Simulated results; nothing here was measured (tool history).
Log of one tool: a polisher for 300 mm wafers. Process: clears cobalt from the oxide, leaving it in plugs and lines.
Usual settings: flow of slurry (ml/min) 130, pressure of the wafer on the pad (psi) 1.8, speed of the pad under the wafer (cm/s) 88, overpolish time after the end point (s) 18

| run | hour | flow of slurry (ml/min) | pressure of the wafer on the pad (psi) | speed of the pad under the wafer (cm/s) | overpolish time after the end point (s) | wafers since the last listed run | wafers polished on this pad | hours since the slurry nozzle was cleaned | hours since the head pressure was calibrated | incoming thickness of the incoming film, nm | time until the end point was called (s) | dishing of a wide line in a test structure (angstrom) |
|---|---|---|---|---|---|---|---|---|---|---|---|---|
| 1 | 0.0 | 130 | 1.8 | 88 | 18 | 0 | 1269 | 381.7 | 637.4 | 360.0 | 96.8 | 289 |
| 2 | 46.1 | 130 | 1.8 | 88 | 18 | 323 | 1592 | 427.8 | 683.5 | 356.2 | 96.2 | 281 |
|  | 48.3 | head pressure recalibrated |
| 3 | 138.5 | 130 | 1.8 | 88 | 18 | 633 | 2225 | 520.2 | 90.2 | 362.2 | 98.4 | 282 |
|  | 187.3 | slurry nozzle cleaned |
| 4 | 233.8 | 165 | 1.8 | 88 | 18 | 660 | 2886 | 46.5 | 185.5 | 360.0 | 94.4 | 291 |
|  | 301.6 | worn pad replaced by a new one |
| 5 | 336.2 | 165 | 1.8 | 88 | 18 | 689 | 242 | 148.9 | 287.9 | 359.6 | 92.2 | 281 |
| 6 | 372.4 | 165 | 1.8 | 88 | 18 | 253 | 495 | 185.1 | 324.1 | 362.6 | 94.2 | 288 |
| 7 | 427.9 | 130 | 1.8 | 98 | 18 | 388 | 884 | 240.6 | 379.6 | 359.5 | 86.2 | 286 |
| 8 | 511.0 | 130 | 1.8 | 98 | 18 | 582 | 1467 | 323.7 | 462.7 | 363.4 | 89.7 | 292 |
| 9 | 609.9 | 130 | 1.8 | 98 | 18 | 693 | 2160 | 422.6 | 561.6 | 358.8 | 87.1 | 289 |
|  | 627.4 | slurry nozzle cleaned |
| 10 | 650.1 | 95 | 1.8 | 88 | 18 | 274 | 2434 | 22.7 | 601.8 | 354.8 | 102.9 | 279 |
|  | 700.5 | head pressure recalibrated |
|  | 704.1 | worn pad replaced by a new one |
| 11 | 722.2 | 145 | 1.4 | 88 | 18 | 465 | 126 | 94.8 | 21.7 | 364.2 | 125.2 | 259 |
| 12 | 796.5 | 145 | 1.4 | 88 | 18 | 520 | 647 | 169.1 | 96.0 | 353.2 | 120.0 | 254 |
| 13 | 864.5 | 145 | 1.4 | 88 | 18 | 476 | 1123 | 237.1 | 164.0 | 359.5 | 122.5 | 249 |
| 14 | 903.2 | 150 | 1.8 | 88 | 18 | 271 | 1394 | 275.8 | 202.7 | 358.8 | 97.1 | 277 |
| 15 | 955.0 | 130 | 1.8 | 88 | 18 | 363 | 1757 | 327.6 | 254.5 | 358.6 | 93.9 | 296 |
| 16 | 1001.4 | 130 | 1.8 | 88 | 18 | 325 | 2083 | 374.0 | 300.9 | 362.5 | 96.8 | 283 |
| 17 | 1073.8 | 130 | 1.5 | 66 | 18 | 507 | 2590 | 446.4 | 373.3 | 356.6 | 154.0 | 231 |
|  | 1100.7 | worn pad replaced by a new one |
| 18 | 1159.1 | 130 | 1.8 | 88 | 23 | 569 | 409 | 531.7 | 458.6 | 364.2 | 97.4 | 301 |
|  | 1202.3 | slurry nozzle cleaned |
|  | 1442.3 | head pressure recalibrated |
| 19 | 1466.0 | 165 | 1.8 | 88 | 18 | 2129 | 2538 | 263.7 | 23.7 | 359.0 | 93.2 | 289 |
| 20 | 1559.7 | 145 | 1.4 | 88 | 18 | 656 | 3195 | 357.4 | 117.4 | 365.6 | 125.1 | 250 |
| 21 | 1598.8 | 130 | 2.1 | 68 | 7 | 274 | 3469 | 396.5 | 156.5 | 357.9 | 107.2 | 154 |
|  | 1603.2 | worn pad replaced by a new one |
|  | 1640.0 | slurry nozzle cleaned |
| 22 | 1647.2 | 130 | 2.2 | 88 | 13 | 304 | 301 | 7.2 | 204.9 | 358.3 | 80.8 | 276 |
| 23 | 1693.6 | 130 | 1.3 | 88 | 10 | 325 | 626 | 53.6 | 251.3 | 358.3 | 132.3 | 169 |
| 24 | 1769.9 | 110 | 1.8 | 88 | 18 | 534 | 1161 | 129.9 | 327.6 | 363.7 | 101.2 | 277 |
| 25 | 1842.9 | 130 | 1.8 | 66 | 21 | 511 | 1672 | 202.9 | 400.6 | 360.3 | 131.9 | 266 |
| 26 | 1943.5 | 130 | 1.8 | 114 | 18 | 704 | 2377 | 303.5 | 501.2 | 367.4 | 75.3 | 307 |
| 27 | 2027.0 | 130 | 1.8 | 88 | 18 | 585 | 2962 | 387.0 | 584.7 | 358.2 | 96.2 | 282 |
|  | 2042.4 | worn pad replaced by a new one |
| 28 | 2116.8 | 130 | 1.8 | 112 | 25 | 601 | 521 | 476.8 | 674.5 | 364.0 | 76.3 | 322 |
|  | 2160.1 | head pressure recalibrated |
| 29 | 2167.8 | 145 | 1.2 | 88 | 18 | 343 | 864 | 527.8 | 7.7 | 362.9 | 142.3 | 241 |
| 30 | 2215.1 | 160 | 1.8 | 88 | 18 | 331 | 1196 | 575.1 | 55.0 | 360.5 | 94.5 | 282 |

The tool's hidden state at each run:
removal rate lost through wear of the pad, %: 0 in every run
slurry flow missing at the pad, %: 0 in every run
deviation of the head's pressure from its setpoint, %: 0 in every run
